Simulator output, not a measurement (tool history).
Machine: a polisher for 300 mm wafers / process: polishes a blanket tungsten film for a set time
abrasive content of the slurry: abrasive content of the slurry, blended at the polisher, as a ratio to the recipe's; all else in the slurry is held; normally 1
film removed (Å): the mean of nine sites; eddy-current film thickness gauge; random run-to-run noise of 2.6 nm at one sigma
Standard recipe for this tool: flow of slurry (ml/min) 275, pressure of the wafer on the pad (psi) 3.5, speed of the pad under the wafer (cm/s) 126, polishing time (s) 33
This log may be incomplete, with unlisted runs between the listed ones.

| run | hour | flow of slurry (ml/min) | pressure of the wafer on the pad (psi) | speed of the pad under the wafer (cm/s) | abrasive content of the slurry | polishing time (s) | incoming thickness of the incoming film, nm | film removed (Å) |
|---|---|---|---|---|---|---|---|---|
| 1 | 0 | 275 | 3.5 | 126 | 1 | 33 | 1014.1 | 2024 |
|  | 36.7 | head pressure recalibrated |
| 2 | 71.5 | 275 | 3.5 | 126 | 1 | 33 | 1009.8 | 1968 |
|  | 147.5 | worn pad replaced by a new one |
| 3 | 152.8 | 275 | 3.5 | 126 | 1 | 33 | 1015.7 | 2119 |
|  | 180.3 | slurry tank refilled with fresh slurry and peroxide |
| 4 | 211.6 | 275 | 3.5 | 126 | 1 | 33 | 1042.6 | 2047 |
| 5 | 291.5 | 275 | 3.5 | 126 | 1 | 33 | 1041.4 | 1994 |
|  | 330.8 | slurry nozzle cleaned |
| 6 | 334.1 | 275 | 3.5 | 126 | 1 | 33 | 1019.7 | 1906 |
|  | 336.3 | slurry blender recalibrated |
|  | 362 | worn pad replaced by a new one |
|  | 387.8 | slurry tank refilled with fresh slurry and peroxide |
| 7 | 431.3 | 275 | 3.5 | 126 | 1 | 33 | 1039.3 | 2044 |
| 8 | 489.2 | 245 | 3.5 | 126 | 1 | 33 | 1004.2 | 1997 |
| 9 | 569.9 | 275 | 3.5 | 146 | 1.25 | 33 | 1028.3 | 2261 |
|  | 586.4 | slurry tank refilled with fresh slurry and peroxide |
|  | 610.8 | worn pad replaced by a new one |
| 10 | 665.9 | 275 | 3.5 | 126 | 1 | 33 | 1033.5 | 2046 |
|  | 672.2 | head pressure recalibrated |
| 11 | 711.8 | 330 | 3.5 | 126 | 1.15 | 22 | 1041.5 | 1411 |
|  | 746.9 | slurry blender recalibrated |
|  | 777.5 | slurry tank refilled with fresh slurry and peroxide |
|  | 807.7 | worn pad replaced by a new one |
| 12 | 817.7 | 275 | 3.5 | 126 | 1.1 | 39 | 1025.7 | 2544 |
| 13 | 860.1 | 275 | 3.5 | 126 | 1 | 33 | 1015.3 | 2055 |
| 14 | 960.7 | 275 | 4.6 | 86 | 1 | 29 | 1016 | 1743 |
|  | 991.7 | slurry tank refilled with fresh slurry and peroxide |
|  | 995.5 | worn pad replaced by a new one |
| 15 | 1014.9 | 275 | 3.5 | 126 | 1 | 33 | 1002.7 | 2076 |
|  | 1039.5 | slurry nozzle cleaned |
| 16 | 1084.4 | 275 | 3.5 | 126 | 0.85 | 33 | 1038.3 | 1924 |

Here are 3 independent what-if runs from the current tool condition. What would each one return?
| A | 1084.8 | 320 | 3.5 | 126 | 1 | 33 | 1021.1 | ? |
| B | 1084.8 | 370 | 4.3 | 126 | 1 | 33 | 1021.1 | ? |
| C | 1084.8 | 275 | 3.5 | 126 | 0.75 | 27 | 1021.1 | ? |

| run | film removed (Å) |
|---|---|
| A | 2043 |
| B | 2540 |
| C | 1534 |
Take away the tool's hidden state, keep each run's random variation, and the runs would have read:
| run | film removed (Å) |
|---|---|
| A | 2138 |
| B | 2659 |
| C | 1606 |
